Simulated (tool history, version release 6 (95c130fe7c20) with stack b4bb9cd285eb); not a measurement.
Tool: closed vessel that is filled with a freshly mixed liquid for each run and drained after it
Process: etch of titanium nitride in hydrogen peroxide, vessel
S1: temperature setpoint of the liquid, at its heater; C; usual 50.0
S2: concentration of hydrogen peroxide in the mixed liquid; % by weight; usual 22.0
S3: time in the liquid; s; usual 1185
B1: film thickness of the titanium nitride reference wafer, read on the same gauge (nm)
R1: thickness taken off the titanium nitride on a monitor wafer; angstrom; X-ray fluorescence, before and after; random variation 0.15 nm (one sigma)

Run 1, hour 0.0: usual settings; B1 139.98. Result: R1 525.4 angstrom.
Run 2, hour 19.8: usual settings; B1 140.02. Result: R1 519.5 angstrom.
Run 3, hour 41.3: usual settings; B1 140.03. Result: R1 522.1 angstrom.
Run 4, hour 111.8: usual settings but S1 44.0 C; B1 139.98. Result: R1 333.5 angstrom.
Run 5, hour 134.4: usual settings but S1 44.0 C; B1 139.98. Result: R1 333.2 angstrom.
Run 6, hour 165.4: usual settings but S1 44.0 C; B1 140.00. Result: R1 332.7 angstrom.
Run 7, hour 197.8: usual settings; B1 139.99. Result: R1 515.8 angstrom.
At hour 216.3: thermometer replaced.
Run 8, hour 230.2: usual settings; B1 140.02. Result: R1 549.7 angstrom.
Run 9, hour 264.1: usual settings; B1 140.03. Result: R1 547.3 angstrom.
Run 10, hour 292.4: usual settings; B1 140.01. Result: R1 546.1 angstrom.
Run 11, hour 319.2: usual settings; B1 140.00. Result: R1 544.7 angstrom.
Run 12, hour 331.4: usual settings but S1 45.0 C; B1 140.02. Result: R1 378.2 angstrom.
Run 13, hour 357.8: usual settings but S2 24.5 % by weight, S3 840 s; B1 140.01. Result: R1 395.4 angstrom.
Run 14, hour 392.6: usual settings but S3 1505 s; B1 139.98. Result: R1 692.1 angstrom.
Run 15, hour 417.2: usual settings but S1 57.0 C, S2 17.5 % by weight, S3 1625 s; B1 140.00. Result: R1 1162.8 angstrom.
Run 16, hour 444.1: usual settings but S1 44.5 C, S2 25.0 % by weight, S3 570 s; B1 140.00. Result: R1 179.5 angstrom.
At hour 457.6: new drum of peroxide connected.
Run 17, hour 463.0: usual settings but S1 57.5 C; B1 140.00. Result: R1 937.4 angstrom.
Run 18, hour 492.0: usual settings but S1 42.0 C, S2 24.5 % by weight, S3 1705 s; B1 140.03. Result: R1 448.5 angstrom.
At hour 493.6: gauge calibrated.
At hour 494.8: peroxide flow meter replaced.
Run 19, hour 524.3: usual settings; B1 139.98. Result: R1 553.7 angstrom.
Run 20, hour 568.7: usual settings; B1 139.98. Result: R1 549.6 angstrom.
Run 21, hour 603.1: usual settings but S2 17.5 % by weight, S3 1470 s; B1 139.96. Result: R1 647.8 angstrom.
Run 22, hour 634.1: usual settings but S1 56.0 C, S3 890 s; B1 140.00. Result: R1 632.6 angstrom.
Run 23, hour 654.6: usual settings but S1 53.0 C; B1 140.03. Result: R1 679.7 angstrom.
Run 24, hour 687.2: usual settings but S1 58.5 C, S2 26.0 % by weight, S3 710 s; B1 140.00. Result: R1 619.0 angstrom.
Run 25, hour 719.6: usual settings; B1 140.00. Result: R1 546.0 angstrom.
Run 26, hour 735.6: usual settings but S1 42.0 C, S2 28.5 % by weight; B1 140.02. Result: R1 319.4 angstrom.
Run 27, hour 753.6: usual settings; B1 140.00. Result: R1 544.1 angstrom.
Run 28, hour 778.7: usual settings but S2 24.5 % by weight; B1 139.98. Result: R1 559.0 angstrom.

Hidden state or all else? Some run-to-run changes of R1, split into what the settings, what came in and random variation would give without the hidden state, and what is left for the hidden state (with any gauge scatter that isn't in both results):
The hidden state here: liquid colder than its thermometer reads (K); peroxide flow below the setpoint (%); peroxide weaker than its label (%); gauge reads high (%).
Run 7 -> 8: thermometer replaced. R1 +33.9 angstrom: hidden state +29.7, all else +4.2.
Run 15 -> 16: S1 57.0 -> 44.5, S2 17.5 -> 25.0, S3 1625 -> 570. R1 -983.3 angstrom: hidden state +28.8, all else -1012.1.
Run 16 -> 17: S1 44.5 -> 57.5, S2 25.0 -> 22.0, S3 570 -> 1185, new drum of peroxide connected. R1 +757.9 angstrom: hidden state -7.0, all else +764.9.

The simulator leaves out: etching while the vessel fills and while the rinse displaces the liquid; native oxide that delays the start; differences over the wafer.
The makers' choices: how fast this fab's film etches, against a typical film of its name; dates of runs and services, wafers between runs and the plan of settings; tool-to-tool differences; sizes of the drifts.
